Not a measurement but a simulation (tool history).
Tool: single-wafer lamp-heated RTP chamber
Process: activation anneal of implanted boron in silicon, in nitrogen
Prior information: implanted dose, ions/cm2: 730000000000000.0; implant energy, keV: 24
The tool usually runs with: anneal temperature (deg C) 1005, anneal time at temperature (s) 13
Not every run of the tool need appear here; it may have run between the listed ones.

| run | hour | anneal temperature (deg C) | anneal time at temperature (s) | wafers since the last listed run | wafers since the last pyrometer calibration | wafers since the reflector plate was cleaned | hours since the gauge calibration | read-back reference wafer on the same gauge, sheet resistance | sheet resistance of the implanted and annealed layer (ohm/square) |
|---|---|---|---|---|---|---|---|---|---|
| 1 | 0 | 1005 | 13 | 0 | 3165 | 7388 | 63.5 | 128.05 | 145.27 |
| 2 | 14.1 | 1005 | 9 | 123 | 3289 | 7511 | 77.6 | 128.01 | 147.3 |
| 3 | 109.3 | 1005 | 9 | 835 | 4125 | 8347 | 172.8 | 127.9 | 147.43 |
| 4 | 121.4 | 1005 | 9 | 106 | 4231 | 8454 | 184.9 | 127.94 | 146.58 |
| 5 | 137.5 | 1005 | 11 | 141 | 4373 | 8595 | 201 | 128.02 | 146 |
| 6 | 171.6 | 1005 | 11 | 299 | 4672 | 8894 | 235.1 | 127.96 | 145.76 |
| 7 | 183.8 | 1025 | 13 | 107 | 4779 | 9001 | 247.3 | 128.06 | 143.72 |
| 8 | 195.8 | 987 | 13 | 105 | 4884 | 9107 | 259.3 | 127.97 | 152.33 |
| 9 | 212.9 | 987 | 13 | 150 | 5035 | 9257 | 276.4 | 128.09 | 151.88 |
| 10 | 256.6 | 1005 | 13 | 383 | 5418 | 9641 | 320.1 | 128.11 | 146.04 |
|  | 293.4 | pyrometer window cleaned and pyrometer calibrated |
| 11 | 296.3 | 1005 | 13 | 278 | 25 | 9919 | 359.8 | 128.08 | 145.17 |
|  | 323.9 | reflector plate cleaned |
| 12 | 329.4 | 1014 | 13 | 220 | 246 | 48 | 392.9 | 127.97 | 143.71 |
| 13 | 346.8 | 997 | 10 | 152 | 399 | 201 | 410.3 | 127.95 | 147.76 |
| 14 | 375.7 | 1005 | 6 | 253 | 652 | 454 | 439.2 | 128.03 | 145.86 |

What will run 15 give?
|  | 406.9 | pyrometer window cleaned and pyrometer calibrated, repeated, since the last time left the tool worse |
| 15 | 407.4 | 993 | 19 | 208 | 4 | 662 | 470.9 | ? | ? |

{"run 15": {"read-back reference wafer on the same gauge, sheet resistance": 128, "sheet resistance of the implanted and annealed layer (ohm/square)": 149.69}}
With no hidden state in the tool, this same run would have given sheet resistance of the implanted and annealed layer (ohm/square) 149.88.
